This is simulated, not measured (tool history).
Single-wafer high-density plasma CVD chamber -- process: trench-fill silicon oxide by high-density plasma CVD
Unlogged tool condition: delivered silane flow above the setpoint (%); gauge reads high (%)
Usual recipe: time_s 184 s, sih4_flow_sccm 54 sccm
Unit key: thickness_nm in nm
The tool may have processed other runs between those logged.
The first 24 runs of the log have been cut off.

run	hour	time_s	sih4_flow_sccm	wafers since the last listed run	hours since the silane flow controller was replaced	hours since the gauge calibration	read-back reference wafer on the same gauge, thickness_nm	thickness_nm
25	665.4	197	51	170	4126.2	376	986.412	905.948
26	686.3	184	54	123	4147.1	396.9	985.563	900.562
27	711	148	46	145	4171.8	421.6	985.294	613.618
28	745.6	184	54	203	4206.4	456.2	985.852	898.901
29	780.8	184	54	207	4241.6	491.4	986.217	899.01
30	802.4	211	61	127	4263.2	513	986.306	1162.135
# hour 821.2: silane flow controller replaced
31	821.7	159	54	66	0.5	532.3	986.959	840.522
32	834.1	216	47	72	12.9	544.7	985.027	988.368
33	865.7	216	47	185	44.5	576.3	986.063	992.294
34	894.2	218	63	167	73	604.8	987.151	1341.985
# hour 912.6: gauge calibrated
35	927.7	184	54	197	106.5	15.1	986.477	971.042
36	965.5	184	54	222	144.3	52.9	986.879	967.161
37	981.8	184	62	95	160.6	69.2	985.033	1113.482
38	1016.8	173	54	206	195.6	104.2	986.823	910.596
39	1035.6	173	48	110	214.4	123	986.071	812.946
40	1055.8	211	61	118	234.6	143.2	987.382	1250.017
41	1080.6	184	54	145	259.4	168	985.945	967.113
42	1146.6	172	61	388	325.4	234	987.25	1024.901
43	1159.3	184	47	74	338.1	246.7	985.612	846.124
44	1193.9	164	54	203	372.7	281.3	986.715	867.169
45	1213.7	184	54	116	392.5	301.1	984.902	964.491

What if the next run were any one of these 4? Each begins from the tool's condition after run 45:
A	1214.2	184	54	2	393	301.6	?	?
B	1214.2	155	64	2	393	301.6	?	?
C	1214.2	170	61	2	393	301.6	?	?
D	1214.2	219	59	2	393	301.6	?	?

run	read-back reference wafer on the same gauge, thickness_nm	thickness_nm
A	986.57	968.586
B	986.57	967.027
C	986.57	1010.894
D	986.57	1259.572
Without the tool's unlogged condition, the same runs would have read:
run	thickness_nm
A	973.076
B	971.509
C	1015.58
D	1265.41
